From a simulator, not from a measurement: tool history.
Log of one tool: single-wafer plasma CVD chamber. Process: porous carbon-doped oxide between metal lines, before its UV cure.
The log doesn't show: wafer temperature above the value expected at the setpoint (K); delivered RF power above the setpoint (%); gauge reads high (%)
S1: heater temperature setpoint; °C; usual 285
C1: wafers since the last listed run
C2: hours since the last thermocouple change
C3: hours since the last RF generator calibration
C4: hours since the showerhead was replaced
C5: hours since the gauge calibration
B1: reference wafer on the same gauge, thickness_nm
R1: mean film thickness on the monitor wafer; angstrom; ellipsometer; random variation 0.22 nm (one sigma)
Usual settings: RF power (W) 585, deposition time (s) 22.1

Run 1, hour 0: usual settings but RF power (W) 535; C1 0; C2 3153.3; C3 1443.3; C4 3062.5; C5 253.5; B1 162.106. Result: R1 1224.88 angstrom.
Run 2, hour 6.3: usual settings but S1 289 °C, RF power (W) 680; C1 139; C2 3159.6; C3 1449.6; C4 3068.8; C5 259.8; B1 161.981. Result: R1 1500.04 angstrom.
Run 3, hour 17.5: usual settings but S1 274 °C, deposition time (s) 25.3; C1 247; C2 3170.8; C3 1460.8; C4 3080; C5 271; B1 161.96. Result: R1 1651.2 angstrom.
Run 4, hour 28.3: usual settings but S1 274 °C, deposition time (s) 25.3; C1 238; C2 3181.6; C3 1471.6; C4 3090.8; C5 281.8; B1 161.918. Result: R1 1651.75 angstrom.
Run 5, hour 41: usual settings but S1 274 °C, deposition time (s) 25.3; C1 280; C2 3194.3; C3 1484.3; C4 3103.5; C5 294.5; B1 161.96. Result: R1 1649.77 angstrom.
Run 6, hour 58.1: usual settings; C1 377; C2 3211.4; C3 1501.4; C4 3120.6; C5 311.6; B1 162.075. Result: R1 1338.74 angstrom.
Run 7, hour 70.4: usual settings; C1 271; C2 3223.7; C3 1513.7; C4 3132.9; C5 323.9; B1 161.978. Result: R1 1338.27 angstrom.
Run 8, hour 87.3: usual settings; C1 373; C2 3240.6; C3 1530.6; C4 3149.8; C5 340.8; B1 161.934. Result: R1 1339.55 angstrom.
Run 9, hour 104.5: usual settings; C1 380; C2 3257.8; C3 1547.8; C4 3167; C5 358; B1 161.946. Result: R1 1337.69 angstrom.
Run 10, hour 116.1: usual settings but S1 292 °C; C1 256; C2 3269.4; C3 1559.4; C4 3178.6; C5 369.6; B1 161.996. Result: R1 1281.14 angstrom.
Run 11, hour 136: usual settings but S1 292 °C; C1 439; C2 3289.3; C3 1579.3; C4 3198.5; C5 389.5; B1 161.996. Result: R1 1278.73 angstrom.
Run 12, hour 152: usual settings but S1 292 °C; C1 353; C2 3305.3; C3 1595.3; C4 3214.5; C5 405.5; B1 162.108. Result: R1 1280.84 angstrom.
Run 13, hour 160.4: usual settings but S1 274 °C; C1 185; C2 3313.7; C3 1603.7; C4 3222.9; C5 413.9; B1 161.889. Result: R1 1446.55 angstrom.
Run 14, hour 173.8: usual settings but S1 274 °C; C1 296; C2 3327.1; C3 1617.1; C4 3236.3; C5 427.3; B1 161.978. Result: R1 1445.12 angstrom.
Run 15, hour 190.4: usual settings but S1 274 °C; C1 366; C2 3343.7; C3 1633.7; C4 3252.9; C5 443.9; B1 162.088. Result: R1 1445.35 angstrom.
At hour 195.8: gauge calibrated.
Run 16, hour 208.2: usual settings; C1 393; C2 3361.5; C3 1651.5; C4 3270.7; C5 12.4; B1 161.946. Result: R1 1336.96 angstrom.
Run 17, hour 225.2: usual settings; C1 375; C2 3378.5; C3 1668.5; C4 3287.7; C5 29.4; B1 162.129. Result: R1 1339.13 angstrom.
Run 18, hour 232.4: usual settings but RF power (W) 510, deposition time (s) 25.8; C1 159; C2 3385.7; C3 1675.7; C4 3294.9; C5 36.6; B1 162.112. Result: R1 1343.99 angstrom.
Run 19, hour 242.6: usual settings but S1 292 °C; C1 225; C2 3395.9; C3 1685.9; C4 3305.1; C5 46.8; B1 162.033. Result: R1 1275.68 angstrom.
At hour 253.8: thermocouple changed; heater temperature recalibrated.
Run 20, hour 256.3: usual settings but RF power (W) 545, deposition time (s) 25.7; C1 125; C2 2.5; C3 1699.6; C4 3318.8; C5 60.5; B1 161.973. Result: R1 1510.44 angstrom.
At hour 275.4: showerhead replaced.
Run 21, hour 275.9: usual settings but S1 292 °C, RF power (W) 650, deposition time (s) 23.9; C1 256; C2 22.1; C3 1719.2; C4 0.5; C5 80.1; B1 161.922. Result: R1 1593.86 angstrom.

Run 22 comes next. What will it give?
Run 22, hour 281.8: usual settings; C1 130; C2 28; C3 1725.1; C4 6.4; C5 86; B1 ?. Result: R1 ?.

Run 22 gave B1 162.08, R1 1400.9 angstrom.
Without the tool's hidden state the same run would have given R1 1478.08 angstrom.

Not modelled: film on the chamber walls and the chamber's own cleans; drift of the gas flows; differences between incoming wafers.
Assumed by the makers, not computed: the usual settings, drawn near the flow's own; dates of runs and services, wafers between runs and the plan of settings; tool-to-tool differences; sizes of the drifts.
